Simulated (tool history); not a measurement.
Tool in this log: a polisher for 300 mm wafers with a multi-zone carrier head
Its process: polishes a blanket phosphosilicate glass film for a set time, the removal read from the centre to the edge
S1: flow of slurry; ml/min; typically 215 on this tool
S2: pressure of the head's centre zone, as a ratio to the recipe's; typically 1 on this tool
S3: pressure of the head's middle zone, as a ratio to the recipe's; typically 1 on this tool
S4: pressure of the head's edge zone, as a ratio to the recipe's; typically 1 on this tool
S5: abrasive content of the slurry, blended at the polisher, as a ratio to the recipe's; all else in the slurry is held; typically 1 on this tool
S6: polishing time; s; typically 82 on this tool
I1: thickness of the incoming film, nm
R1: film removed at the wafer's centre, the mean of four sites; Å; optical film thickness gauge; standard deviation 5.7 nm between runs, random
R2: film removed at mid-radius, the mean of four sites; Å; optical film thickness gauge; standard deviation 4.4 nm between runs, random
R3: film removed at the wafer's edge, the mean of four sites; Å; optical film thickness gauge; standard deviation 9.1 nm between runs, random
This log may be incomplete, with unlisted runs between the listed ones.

Run 1, day 0: usual settings; I1 2360.3. Result: R1 6491 Å, R2 6653 Å, R3 6569 Å.
Run 2, day 0.833: usual settings but S4 0.95; I1 2380. Result: R1 6477 Å, R2 6627 Å, R3 6607 Å.
Run 3, day 2.062: usual settings but S3 0.95, S5 1.15; I1 2388.5. Result: R1 6765 Å, R2 6754 Å, R3 7105 Å.
Run 4, day 2.842: usual settings but S3 0.95, S5 1.15; I1 2362.4. Result: R1 6774 Å, R2 6651 Å, R3 7166 Å.
Run 5, day 4.2: usual settings but S3 0.95, S5 1.15; I1 2364.4. Result: R1 6728 Å, R2 6738 Å, R3 7148 Å.
Run 6, day 5.246: usual settings; I1 2366.3. Result: R1 6285 Å, R2 6448 Å, R3 6453 Å.
Run 7, day 5.942: usual settings but S2 1.1, S5 1.05; I1 2401.3. Result: R1 7046 Å, R2 6677 Å, R3 6691 Å.
Run 8, day 6.567: usual settings but S2 1.1, S5 1.05; I1 2331.6. Result: R1 7026 Å, R2 6538 Å, R3 6662 Å.
Run 9, day 7.154: usual settings but S6 72 s; I1 2382.6. Result: R1 5471 Å, R2 5642 Å, R3 5951 Å.
At day 7.408: worn pad replaced by a new one, of another model than before.
Run 10, day 8.162: usual settings; I1 2356.6. Result: R1 6325 Å, R2 6592 Å, R3 6701 Å.
Run 11, day 9.183: usual settings but S1 285 ml/min, S2 0.96, S4 0.91, S6 74 s; I1 2391.6. Result: R1 5703 Å, R2 6147 Å, R3 5982 Å.
At day 9.621: carrier head's membrane replaced by a new one.
At day 9.983: edge zone pressure recalibrated.
Run 12, day 10.004: usual settings but S1 165 ml/min, S2 0.95, S5 1.1, S6 58 s; I1 2338.8. Result: R1 4319 Å, R2 4720 Å, R3 4818 Å.
Run 13, day 11.129: usual settings; I1 2359.7. Result: R1 6344 Å, R2 6551 Å, R3 6826 Å.
Run 14, day 11.717: usual settings but S4 1.08; I1 2356.5. Result: R1 6224 Å, R2 6638 Å, R3 6914 Å.
At day 12.742: centre zone pressure recalibrated.
Run 15, day 12.954: usual settings but S1 175 ml/min, S2 1.03, S6 103 s; I1 2399.2. Result: R1 7970 Å, R2 7951 Å, R3 8108 Å.
At day 13.792: slurry nozzle cleaned.
Run 16, day 14.362: usual settings but S3 1.07, S4 1.05, S5 1.1, S6 66 s; I1 2383.6. Result: R1 5638 Å, R2 6101 Å, R3 5886 Å.
Run 17, day 15.817: usual settings; I1 2348.9. Result: R1 6603 Å, R2 6769 Å, R3 6992 Å.
Run 18, day 16.6: usual settings but S3 1.07, S4 1.08; I1 2388.8. Result: R1 6585 Å, R2 7130 Å, R3 7006 Å.
Run 19, day 17.554: usual settings but S1 235 ml/min, S2 0.92, S3 0.88, S6 90 s; I1 2365. Result: R1 6622 Å, R2 6711 Å, R3 7580 Å.
At day 18.65: worn pad replaced by a new one.
Run 20, day 19.054: usual settings but S3 0.89, S5 0.7; I1 2370.2. Result: R1 5414 Å, R2 5051 Å, R3 5601 Å.

Run 21 comes next. What will it give?
Run 21, day 20.208: usual settings but S1 275 ml/min, S4 0.89; I1 2396.1. Result: R1 ?, R2 ?, R3 ?.

R1: 6683 Å
R2: 6840 Å
R3: 6665 Å
On a tool with no hidden condition, and with the same random variation, this run would have come out at R1 6919 Å, R2 7055 Å, R3 6821 Å.
